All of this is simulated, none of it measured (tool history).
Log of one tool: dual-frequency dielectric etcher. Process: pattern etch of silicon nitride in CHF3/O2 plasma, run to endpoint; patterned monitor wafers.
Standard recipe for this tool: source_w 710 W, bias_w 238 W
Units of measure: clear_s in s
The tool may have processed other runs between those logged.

| run | hour | source_w | bias_w | incoming incoming film thickness, nm | clear_s |
|---|---|---|---|---|---|
| 1 | 0.0 | 710 | 220 | 108.0 | 64.2 |
|  | 91.4 | wet clean of the chamber |
| 2 | 91.9 | 710 | 238 | 107.3 | 61.0 |
| 3 | 161.1 | 710 | 238 | 107.7 | 60.9 |
| 4 | 198.2 | 710 | 238 | 108.3 | 62.4 |
| 5 | 305.7 | 710 | 238 | 108.2 | 61.8 |
| 6 | 362.2 | 580 | 238 | 106.8 | 64.3 |
|  | 423.3 | bias power generator calibrated |
| 7 | 465.5 | 580 | 238 | 107.6 | 65.5 |
| 8 | 586.6 | 580 | 238 | 107.6 | 65.2 |
| 9 | 645.2 | 710 | 238 | 109.0 | 62.9 |
|  | 761.4 | upper electrode replaced |
| 10 | 765.9 | 710 | 238 | 107.8 | 62.9 |
|  | 836.1 | wet clean of the chamber |
| 11 | 872.9 | 710 | 238 | 108.8 | 61.7 |
| 12 | 976.7 | 710 | 198 | 109.1 | 64.9 |
| 13 | 1038.9 | 710 | 198 | 107.8 | 63.0 |
| 14 | 1350.2 | 710 | 198 | 106.8 | 65.3 |
| 15 | 1392.3 | 710 | 238 | 108.7 | 63.6 |
| 16 | 1442.7 | 710 | 238 | 108.9 | 64.1 |
|  | 1507.5 | wet clean of the chamber |
| 17 | 1535.4 | 710 | 238 | 108.6 | 62.3 |
| 18 | 1696.8 | 710 | 238 | 108.2 | 61.8 |
| 19 | 1781.3 | 650 | 238 | 108.6 | 64.5 |
|  | 1857.1 | source power generator calibrated |
| 20 | 1885.5 | 710 | 238 | 109.0 | 62.8 |
|  | 1908.2 | bias power generator calibrated |
| 21 | 1930.6 | 850 | 184 | 106.9 | 62.5 |
| 22 | 1977.3 | 600 | 269 | 108.8 | 64.3 |
| 23 | 2080.1 | 710 | 238 | 107.8 | 62.7 |
| 24 | 2149.0 | 710 | 238 | 108.4 | 64.5 |
|  | 2226.2 | wet clean of the chamber |
| 25 | 2316.1 | 710 | 198 | 108.3 | 64.0 |
| 26 | 2401.4 | 660 | 263 | 108.1 | 62.4 |
| 27 | 2457.0 | 610 | 238 | 108.2 | 64.8 |
| 28 | 2531.2 | 550 | 265 | 108.9 | 66.7 |
| 29 | 2578.7 | 650 | 218 | 108.7 | 65.4 |
| 30 | 2646.0 | 540 | 192 | 108.6 | 71.0 |
| 31 | 2706.5 | 710 | 238 | 108.2 | 63.2 |
| 32 | 2790.3 | 710 | 208 | 109.0 | 65.3 |
| 33 | 2829.7 | 550 | 218 | 108.3 | 68.9 |
| 34 | 2868.6 | 710 | 238 | 107.3 | 62.9 |
| 35 | 2945.7 | 540 | 183 | 109.3 | 73.1 |
|  | 2998.0 | wet clean of the chamber |
| 36 | 3038.3 | 790 | 238 | 108.9 | 61.0 |

Each run again, without the hidden state but with its own random variation kept:
What the log doesn't record here: etch rate over this chamber's usual, %; source power that arrives over what is set, %; bias power that arrives over what is set, %.
| run | clear_s |
|---|---|
| 1 | 62.4 |
| 2 | 61.1 |
| 3 | 60.9 |
| 4 | 62.3 |
| 5 | 61.4 |
| 6 | 63.7 |
| 7 | 64.5 |
| 8 | 63.8 |
| 9 | 61.4 |
| 10 | 61.1 |
| 11 | 61.7 |
| 12 | 64.6 |
| 13 | 62.6 |
| 14 | 63.8 |
| 15 | 62.1 |
| 16 | 62.4 |
| 17 | 62.0 |
| 18 | 61.1 |
| 19 | 63.5 |
| 20 | 61.5 |
| 21 | 61.2 |
| 22 | 62.8 |
| 23 | 60.9 |
| 24 | 62.4 |
| 25 | 63.6 |
| 26 | 61.8 |
| 27 | 64.0 |
| 28 | 65.6 |
| 29 | 64.2 |
| 30 | 69.4 |
| 31 | 61.6 |
| 32 | 63.4 |
| 33 | 66.8 |
| 34 | 60.9 |
| 35 | 70.5 |
| 36 | 60.8 |
